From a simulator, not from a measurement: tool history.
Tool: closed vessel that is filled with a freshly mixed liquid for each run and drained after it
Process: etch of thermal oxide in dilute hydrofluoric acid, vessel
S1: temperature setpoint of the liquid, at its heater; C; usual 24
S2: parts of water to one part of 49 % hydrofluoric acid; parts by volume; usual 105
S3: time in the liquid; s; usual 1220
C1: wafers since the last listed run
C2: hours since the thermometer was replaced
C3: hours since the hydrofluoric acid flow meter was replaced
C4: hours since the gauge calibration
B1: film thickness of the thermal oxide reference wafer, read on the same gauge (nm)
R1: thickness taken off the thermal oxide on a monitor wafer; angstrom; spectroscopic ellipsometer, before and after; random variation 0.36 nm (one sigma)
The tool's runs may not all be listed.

Run 1, day 0: usual settings; C1 0; C2 380.3; C3 1960.5; C4 643.7; B1 50.03. Result: R1 475.4 angstrom.
Run 2, day 1.304: usual settings; C1 2123; C2 411.6; C3 1991.8; C4 675; B1 50.01. Result: R1 474.2 angstrom.
Run 3, day 3.7: usual settings; C1 3900; C2 469.1; C3 2049.3; C4 732.5; B1 50.01. Result: R1 477.4 angstrom.
Run 4, day 5.196: usual settings; C1 2435; C2 505; C3 2085.2; C4 768.4; B1 50.02. Result: R1 480.4 angstrom.
Run 5, day 6.488: usual settings; C1 2102; C2 536; C3 2116.2; C4 799.4; B1 49.99. Result: R1 472.6 angstrom.
Run 6, day 7.679: usual settings but S2 75 parts by volume; C1 1939; C2 564.6; C3 2144.8; C4 828; B1 50.05. Result: R1 688.5 angstrom.
At day 12.975: thermometer replaced.
Run 7, day 15.904: usual settings but S2 75 parts by volume; C1 13321; C2 70.3; C3 2342.2; C4 1025.4; B1 49.97. Result: R1 700.8 angstrom.
At day 16.983: hydrofluoric acid flow meter replaced.
At day 20.133: gauge calibrated.
Run 8, day 23.992: usual settings but S3 835 s; C1 13097; C2 264.4; C3 168.2; C4 92.6; B1 50. Result: R1 324.2 angstrom.
Run 9, day 25.879: usual settings but S1 22.5 C, S2 135 parts by volume; C1 3072; C2 309.7; C3 213.5; C4 137.9; B1 50.03. Result: R1 333.9 angstrom.
Run 10, day 27.871: usual settings; C1 3242; C2 357.5; C3 261.3; C4 185.7; B1 49.98. Result: R1 474.8 angstrom.
Run 11, day 30.388: usual settings but S2 75 parts by volume; C1 4096; C2 417.9; C3 321.7; C4 246.1; B1 50.02. Result: R1 696.4 angstrom.
Run 12, day 32.875: usual settings but S1 25.5 C, S2 145 parts by volume, S3 1530 s; C1 4049; C2 477.6; C3 381.4; C4 305.8; B1 50. Result: R1 441.2 angstrom.
Run 13, day 34.696: usual settings but S2 125 parts by volume, S3 1565 s; C1 2964; C2 521.3; C3 425.1; C4 349.5; B1 50. Result: R1 502.5 angstrom.
At day 35.954: thermometer replaced.
Run 14, day 37.15: usual settings but S1 19 C, S2 70 parts by volume, S3 935 s; C1 3927; C2 28.7; C3 484; C4 408.4; B1 50.01. Result: R1 470.5 angstrom.
Run 15, day 39.171: usual settings; C1 3289; C2 77.2; C3 532.5; C4 456.9; B1 49.99. Result: R1 477.4 angstrom.

The next listed run, before its measurement:
Run 16, day 40.942: usual settings but S1 19.5 C, S3 580 s; C1 2882; C2 119.7; C3 575; C4 499.4; B1 ?. Result: R1 ?.

Run 16 gave B1 50.01, R1 190.7 angstrom.
Without the tool's hidden state the same run would have given R1 190.7 angstrom.
